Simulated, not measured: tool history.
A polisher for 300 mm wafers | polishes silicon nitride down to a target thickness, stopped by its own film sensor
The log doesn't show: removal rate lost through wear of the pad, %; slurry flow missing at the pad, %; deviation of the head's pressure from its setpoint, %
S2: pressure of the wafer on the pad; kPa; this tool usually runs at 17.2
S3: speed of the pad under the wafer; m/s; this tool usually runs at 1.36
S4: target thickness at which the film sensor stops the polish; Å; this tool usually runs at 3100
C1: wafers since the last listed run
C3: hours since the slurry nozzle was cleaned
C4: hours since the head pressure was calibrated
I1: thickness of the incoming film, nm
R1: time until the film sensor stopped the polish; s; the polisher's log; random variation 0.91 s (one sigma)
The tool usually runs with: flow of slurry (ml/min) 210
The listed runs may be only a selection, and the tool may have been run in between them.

Run 1, day 0.000: usual settings but S2 14.5 kPa; C1 0; wafers polished on this pad 432; C3 221.0; C4 669.0; I1 452.8. Result: R1 116.3 s.
Run 2, day 1.025: usual settings but S2 14.5 kPa; C1 239; wafers polished on this pad 672; C3 245.6; C4 693.6; I1 450.2. Result: R1 114.7 s.
Run 3, day 1.833: usual settings but flow of slurry (ml/min) 190; C1 189; wafers polished on this pad 861; C3 265.0; C4 713.0; I1 447.3. Result: R1 95.1 s.
Run 4, day 3.146: usual settings but flow of slurry (ml/min) 190; C1 307; wafers polished on this pad 1168; C3 296.5; C4 744.5; I1 445.1. Result: R1 94.9 s.
At day 4.000: worn pad replaced by a new one.
Run 5, day 4.525: usual settings but flow of slurry (ml/min) 190; C1 283; wafers polished on this pad 122; C3 329.6; C4 777.6; I1 452.8. Result: R1 104.5 s.
Run 6, day 5.588: usual settings; C1 248; wafers polished on this pad 370; C3 355.1; C4 803.1; I1 447.8. Result: R1 100.9 s.
Run 7, day 6.704: usual settings; C1 261; wafers polished on this pad 632; C3 381.9; C4 829.9; I1 458.6. Result: R1 108.6 s.
At day 8.075: worn pad replaced by a new one, repeated, since the last time left the tool worse.
Run 8, day 8.096: usual settings; C1 286; wafers polished on this pad 5; C3 415.3; C4 863.3; I1 448.8. Result: R1 94.9 s.
Run 9, day 9.125: usual settings; C1 240; wafers polished on this pad 245; C3 440.0; C4 888.0; I1 456.2. Result: R1 99.1 s.
At day 9.308: slurry nozzle cleaned.
Run 10, day 9.746: usual settings; C1 135; wafers polished on this pad 381; C3 10.5; C4 902.9; I1 447.3. Result: R1 96.1 s.
Run 11, day 10.942: usual settings but flow of slurry (ml/min) 265, S2 22.1 kPa, S3 1.72 m/s, S4 2960 Å; C1 279; wafers polished on this pad 660; C3 39.2; C4 931.6; I1 455.2. Result: R1 73.2 s.
Run 12, day 11.725: usual settings; C1 183; wafers polished on this pad 844; C3 58.0; C4 950.4; I1 447.5. Result: R1 95.2 s.
Run 13, day 13.042: usual settings but flow of slurry (ml/min) 140; C1 307; wafers polished on this pad 1152; C3 89.6; C4 982.0; I1 449.4. Result: R1 105.2 s.
At day 14.092: worn pad replaced by a new one.
Run 14, day 14.112: usual settings but S4 3380 Å; C1 211; wafers polished on this pad 4; C3 115.3; C4 1007.7; I1 446.7. Result: R1 74.2 s.
Run 15, day 14.717: usual settings; C1 141; wafers polished on this pad 145; C3 129.8; C4 1022.2; I1 450.3. Result: R1 96.7 s.
At day 15.450: head pressure recalibrated.
Run 16, day 15.621: usual settings; C1 192; wafers polished on this pad 337; C3 151.5; C4 4.1; I1 454.7. Result: R1 98.6 s.
Run 17, day 16.121: usual settings but S3 1.78 m/s, S4 3420 Å; C1 116; wafers polished on this pad 454; C3 163.5; C4 16.1; I1 457.7. Result: R1 66.1 s.
Run 18, day 17.558: usual settings but flow of slurry (ml/min) 150, S3 1.52 m/s, S4 3240 Å; C1 336; wafers polished on this pad 791; C3 198.0; C4 50.6; I1 450.7. Result: R1 84.8 s.
Run 19, day 18.904: usual settings but S2 22.8 kPa, S4 2930 Å; C1 314; wafers polished on this pad 1105; C3 230.3; C4 82.9; I1 450.2. Result: R1 84.1 s.
At day 19.679: worn pad replaced by a new one.
Run 20, day 20.029: usual settings but S3 1.12 m/s; C1 224; wafers polished on this pad 81; C3 257.3; C4 109.9; I1 444.5. Result: R1 104.1 s.

4 ways to go on from here, each from the tool as it stands after run 20. What would each give?
Run A, day 20.050: usual settings; C1 4; wafers polished on this pad 86; C3 257.8; C4 110.4; I1 442.6. Result: R1 ?.
Run B, day 20.050: usual settings but S3 1.16 m/s; C1 4; wafers polished on this pad 86; C3 257.8; C4 110.4; I1 442.6. Result: R1 ?.
Run C, day 20.050: usual settings but S3 1.64 m/s; C1 4; wafers polished on this pad 86; C3 257.8; C4 110.4; I1 442.6. Result: R1 ?.
Run D, day 20.050: usual settings but S2 21.4 kPa, S3 1.52 m/s, S4 3510 Å; C1 4; wafers polished on this pad 86; C3 257.8; C4 110.4; I1 442.6. Result: R1 ?.

run    R1
  A  89.1
  B  98.6
  C  78.8
  D  46.2
Take away the tool's hidden state, keep each run's random variation, and the runs would have read:
run    R1
  A  89.0
  B  98.4
  C  78.7
  D  46.1
